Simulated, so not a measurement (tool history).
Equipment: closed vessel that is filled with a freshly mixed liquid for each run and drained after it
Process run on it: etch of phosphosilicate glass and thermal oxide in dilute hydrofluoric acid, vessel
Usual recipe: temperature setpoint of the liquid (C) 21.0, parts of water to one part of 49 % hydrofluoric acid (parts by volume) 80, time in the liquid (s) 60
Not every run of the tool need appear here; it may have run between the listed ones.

run	hour	temperature setpoint of the liquid (C)	parts of water to one part of 49 % hydrofluoric acid (parts by volume)	time in the liquid (s)	read-back film thickness of the phosphosilicate glass reference wafer, read on the same gauge (nm)	read-back film thickness of the thermal oxide reference wafer, read on the same gauge (nm)	thickness taken off the phosphosilicate glass on a monitor wafer (angstrom)	thickness taken off the thermal oxide on a monitor wafer (angstrom)
1	0.0	21.0	80	60	90.07	150.108	567.8	33.24
2	77.4	21.0	80	60	90.19	150.346	566.8	32.95
3	280.3	21.0	80	60	90.82	151.339	572.9	33.60
4	327.7	21.0	80	60	91.02	151.650	568.2	33.21
5	387.0	21.0	80	60	91.28	152.124	571.4	33.25
# hour 405.7: thermometer replaced
6	427.4	21.0	80	70	91.48	152.503	672.0	38.68
7	510.2	21.0	80	70	91.98	153.302	675.0	39.46
8	556.1	17.5	65	45	92.26	153.766	477.0	26.36
9	621.8	21.0	115	60	92.70	154.533	391.4	22.69
# hour 635.9: gauge calibrated
# hour 669.6: hydrofluoric acid flow meter replaced
10	716.2	21.0	40	60	90.16	150.271	1196.1	68.54
11	784.2	17.5	65	45	90.24	150.400	457.9	26.61
12	884.4	23.5	65	60	90.44	150.745	791.7	45.89
13	992.3	21.0	80	30	90.78	151.289	285.2	16.53
14	1079.6	21.0	80	60	91.09	151.804	576.1	32.38

Forecast each of these 3 alternatives for the next run:
A	1080.3	21.0	90	60	?	?	?	?
B	1080.3	24.5	80	60	?	?	?	?
C	1080.3	18.5	40	50	?	?	?	?

run	read-back film thickness of the phosphosilicate glass reference wafer, read on the same gauge (nm)	read-back film thickness of the thermal oxide reference wafer, read on the same gauge (nm)	thickness taken off the phosphosilicate glass on a monitor wafer (angstrom)	thickness taken off the thermal oxide on a monitor wafer (angstrom)
A	91.10	151.799	507.7	29.61
B	91.10	151.799	666.3	38.86
C	91.10	151.799	908.4	52.98
Had the tool no hidden state, the same runs would have come out as:
run	thickness taken off the phosphosilicate glass on a monitor wafer (angstrom)	thickness taken off the thermal oxide on a monitor wafer (angstrom)
A	501.7	29.26
B	658.3	38.39
C	897.6	52.34
